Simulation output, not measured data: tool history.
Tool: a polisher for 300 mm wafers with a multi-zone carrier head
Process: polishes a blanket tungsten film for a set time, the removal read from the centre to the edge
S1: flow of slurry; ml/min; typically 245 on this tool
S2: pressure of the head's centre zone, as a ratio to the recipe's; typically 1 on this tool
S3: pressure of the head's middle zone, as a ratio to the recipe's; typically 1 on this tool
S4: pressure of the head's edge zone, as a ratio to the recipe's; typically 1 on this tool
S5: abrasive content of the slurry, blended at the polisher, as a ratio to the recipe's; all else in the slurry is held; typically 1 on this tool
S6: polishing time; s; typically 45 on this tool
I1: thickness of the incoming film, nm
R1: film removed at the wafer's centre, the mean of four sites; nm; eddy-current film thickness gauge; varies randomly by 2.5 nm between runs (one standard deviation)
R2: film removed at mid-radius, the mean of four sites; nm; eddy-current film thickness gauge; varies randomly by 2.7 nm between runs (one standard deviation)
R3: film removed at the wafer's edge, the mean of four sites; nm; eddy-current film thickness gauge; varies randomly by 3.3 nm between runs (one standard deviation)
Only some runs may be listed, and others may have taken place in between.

| run | hour | S1 | S2 | S3 | S4 | S5 | S6 | I1 | R1 | R2 | R3 |
|---|---|---|---|---|---|---|---|---|---|---|---|
| 1 | 0 | 245 | 1 | 1 | 1 | 1 | 45 | 1097 | 207.7 | 218.9 | 222.1 |
| 2 | 18 | 245 | 1 | 1 | 1 | 1 | 45 | 1089.9 | 202.7 | 215.7 | 219.3 |
| 3 | 61.4 | 245 | 1 | 1 | 1 | 1 | 45 | 1101.5 | 203.2 | 216.6 | 223.1 |
|  | 76 | slurry nozzle cleaned |
|  | 88.3 | carrier head's membrane replaced by a new one |
| 4 | 88.8 | 245 | 1 | 1 | 1 | 1 | 45 | 1112.9 | 213.2 | 227.6 | 226.6 |
|  | 130.7 | worn pad replaced by a new one |
| 5 | 132 | 190 | 1.09 | 1 | 1 | 0.7 | 45 | 1110.3 | 210.6 | 211.2 | 212.2 |
| 6 | 167.9 | 275 | 1 | 1 | 1 | 0.75 | 45 | 1084.2 | 202 | 218 | 219.6 |
| 7 | 195.5 | 275 | 1.11 | 1 | 1 | 1 | 45 | 1091.9 | 232.6 | 226.3 | 230.8 |
| 8 | 238.5 | 245 | 1.08 | 1 | 1 | 1.15 | 45 | 1081.7 | 219.2 | 226.7 | 230.1 |
| 9 | 271 | 245 | 1 | 1 | 1 | 1 | 33 | 1106.1 | 145.5 | 164 | 163.4 |
| 10 | 300.1 | 245 | 1 | 1 | 1 | 1 | 45 | 1102.3 | 197.2 | 221.4 | 221.9 |
|  | 315 | centre zone pressure recalibrated |
| 11 | 323.9 | 245 | 1.07 | 1 | 1 | 0.85 | 45 | 1085.8 | 224.2 | 213.7 | 221 |
|  | 337.7 | worn pad replaced by a new one |
| 12 | 348.7 | 245 | 1.03 | 1 | 1 | 1 | 45 | 1109.4 | 219.2 | 222.2 | 224.4 |
| 13 | 405.4 | 245 | 1.09 | 1 | 1 | 1 | 45 | 1115.2 | 227.4 | 219.4 | 217.7 |
|  | 415.9 | edge zone pressure recalibrated |
| 14 | 430.6 | 310 | 1 | 1.08 | 1 | 1.1 | 30 | 1097.5 | 144.9 | 158.8 | 150.8 |
| 15 | 452.9 | 245 | 1 | 1 | 1 | 1 | 30 | 1097.5 | 141 | 144.5 | 149.5 |
| 16 | 479.9 | 205 | 1 | 1 | 1 | 1 | 45 | 1086.9 | 201.5 | 216.5 | 215 |
| 17 | 513.4 | 320 | 1 | 0.91 | 1 | 0.85 | 29 | 1101.6 | 134.5 | 131.3 | 139 |
|  | 518 | worn pad replaced by a new one |
| 18 | 544.6 | 245 | 1 | 1.05 | 0.88 | 1 | 45 | 1102.7 | 207 | 224.2 | 218.2 |
| 19 | 560.3 | 245 | 1 | 1 | 1 | 1 | 50 | 1115.1 | 229.6 | 247.1 | 245.7 |
| 20 | 589.5 | 245 | 1 | 1 | 1.03 | 1 | 53 | 1088.4 | 243.3 | 252.3 | 263.9 |
| 21 | 633.3 | 245 | 1 | 0.89 | 1 | 1.2 | 45 | 1102.8 | 211.6 | 199.8 | 228.7 |
| 22 | 667.2 | 245 | 1 | 0.97 | 1 | 1 | 39 | 1100.1 | 176.2 | 181 | 188.9 |

For each run, what was the tool's unlogged condition?
removal rate lost through wear of the pad, %: 0 in every run
deviation of the edge zone's pressure from its setpoint, %: 0 in every run
H1: slurry flow missing at the pad, %
H2: deviation of the centre zone's pressure from its setpoint, %
| run | H1 | H2 |
|---|---|---|
| 1 | 43.2 | -1.79 |
| 2 | 43.5 | -2.01 |
| 3 | 44 | -2.6 |
| 4 | 4.32 | -3.02 |
| 5 | 10.6 | -3.72 |
| 6 | 15.1 | -4.36 |
| 7 | 18.1 | -4.89 |
| 8 | 22.2 | -5.76 |
| 9 | 24.9 | -6.47 |
| 10 | 27 | -7.14 |
| 11 | 28.6 | -0.58 |
| 12 | 30.1 | -0.6 |
| 13 | 32.9 | -0.732 |
| 14 | 34 | -0.83 |
| 15 | 34.9 | -0.936 |
| 16 | 35.9 | -1.09 |
| 17 | 36.9 | -1.32 |
| 18 | 37.8 | -1.57 |
| 19 | 38.2 | -1.71 |
| 20 | 38.8 | -2 |
| 21 | 39.7 | -2.49 |
| 22 | 40.3 | -2.91 |
